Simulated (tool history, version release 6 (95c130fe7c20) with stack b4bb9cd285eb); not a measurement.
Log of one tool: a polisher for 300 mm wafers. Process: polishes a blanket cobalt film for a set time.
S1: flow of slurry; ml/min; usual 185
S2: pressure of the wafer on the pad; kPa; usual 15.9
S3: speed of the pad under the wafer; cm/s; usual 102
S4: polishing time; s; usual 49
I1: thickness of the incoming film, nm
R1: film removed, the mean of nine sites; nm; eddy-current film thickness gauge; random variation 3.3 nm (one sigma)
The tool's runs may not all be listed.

run	hour	S1	S2	S3	S4	I1	R1
1	0	185	15.9	102	49	847.2	283.7
# hour 14.4: worn pad replaced by a new one
2	20.3	185	15.9	102	49	830.1	288.1
3	38.8	185	13.8	102	49	837.2	246.5
4	52.5	185	15.9	102	49	830.1	287.7
5	86.5	185	15.9	102	49	834.5	279.5
# hour 110.8: worn pad replaced by a new one
6	111.3	185	15.9	122	55	837.1	363.2
7	132.6	225	15.9	116	49	841.7	313.6
8	162.9	185	15.9	102	49	828.6	278.1
9	192.2	185	15.9	102	49	831.9	269.8
10	206.2	185	15.9	102	49	829	275.7
# hour 221.6: worn pad replaced by a new one
# hour 242.6: head pressure recalibrated
11	278.1	185	20.7	102	49	825.2	407.7
12	302.2	185	15.9	126	54	837	403.6
# hour 327.2: worn pad replaced by a new one
# hour 330.8: slurry nozzle cleaned
13	333.1	185	15.9	102	61	837.3	388.3
14	386.2	245	13.8	102	49	842.5	275.1
15	409.5	185	15.9	102	49	839.3	304.4
# hour 430.8: worn pad replaced by a new one
16	438.9	215	20	134	60	836.1	615
17	472	185	15.9	82	42	839.5	221.6
18	493.4	185	15.9	80	44	839.3	228.7

Forecast each of these 3 alternatives for the next run:
A	493.8	185	15.9	102	49	838.1	?
B	493.8	185	15.9	78	61	838.1	?
C	493.8	185	13.1	102	65	838.1	?

run	R1
A	305.9
B	309.6
C	335.2
Without the tool's hidden state the same runs would have given:
run	R1
A	312
B	315.7
C	341.9
